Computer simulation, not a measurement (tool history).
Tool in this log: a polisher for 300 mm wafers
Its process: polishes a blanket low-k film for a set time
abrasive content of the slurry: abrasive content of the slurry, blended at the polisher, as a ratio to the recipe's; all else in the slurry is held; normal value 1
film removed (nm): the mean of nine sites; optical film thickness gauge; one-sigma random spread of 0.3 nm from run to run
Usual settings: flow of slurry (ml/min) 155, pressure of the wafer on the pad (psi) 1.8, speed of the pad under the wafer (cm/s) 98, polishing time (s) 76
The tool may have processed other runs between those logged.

run,hour,flow of slurry (ml/min),pressure of the wafer on the pad (psi),speed of the pad under the wafer (cm/s),abrasive content of the slurry,polishing time (s),wafers since the last listed run,wafers polished on this pad,hours since the slurry nozzle was cleaned,hours since the head pressure was calibrated,hours since the slurry blender was calibrated,hours since the conditioning disc was replaced,"incoming thickness of the incoming film, nm",film removed (nm)
1,0,155,1.8,98,1,76,0,284,756.9,1400.4,357.5,134.2,621.1,23.5
2,7.9,155,1.8,98,1,76,52,336,764.8,1408.3,365.4,142.1,604.3,24
3,23.1,155,1.8,98,1,76,100,437,780,1423.5,380.6,157.3,615.1,23.7
4,38.5,155,1.8,98,1,76,102,539,795.4,1438.9,396,172.7,612,23.7
5,47.1,155,1.8,98,1,76,57,596,804,1447.5,404.6,181.3,618.8,24.1
6,60,155,1.8,98,1,76,85,682,816.9,1460.4,417.5,194.2,611.2,24.1
# hour 65.2: conditioning disc replaced and pad reconditioned
7,76.7,155,1.8,98,1,76,97,780,833.6,1477.1,434.2,11.5,619.3,23.9
# hour 79.6: slurry blender recalibrated
# hour 84.1: head pressure recalibrated
# hour 85.6: slurry nozzle cleaned
8,86.1,155,2,98,1,76,29,809,0.5,2,6.5,20.9,602.1,26.8
9,96.8,155,2,98,1,76,71,880,11.2,12.7,17.2,31.6,606.4,26.9
10,109.5,155,1.8,98,1,62,84,964,23.9,25.4,29.9,44.3,607.2,19.5
11,117.4,155,1.8,98,1,76,52,1017,31.8,33.3,37.8,52.2,624,24.2
# hour 126.8: worn pad replaced by a new one
12,127.3,170,2.1,98,1.2,76,39,3,41.7,43.2,47.7,62.1,613.7,29.5
13,136.6,125,1.8,98,1.15,76,61,64,51,52.5,57,71.4,604.9,23.8
14,142.9,155,1.8,78,1,76,41,106,57.3,58.8,63.3,77.7,610.1,20

Run 15, settings as shown, results not yet in. Your forecast:
15,160.2,155,1.8,98,0.75,76,114,221,74.6,76.1,80.6,95,615.6,?

For run 15 the tool returned film removed (nm) 21.4.
With the hidden condition absent and the run-to-run variation left alone, this run would have shown film removed (nm) 21.4.
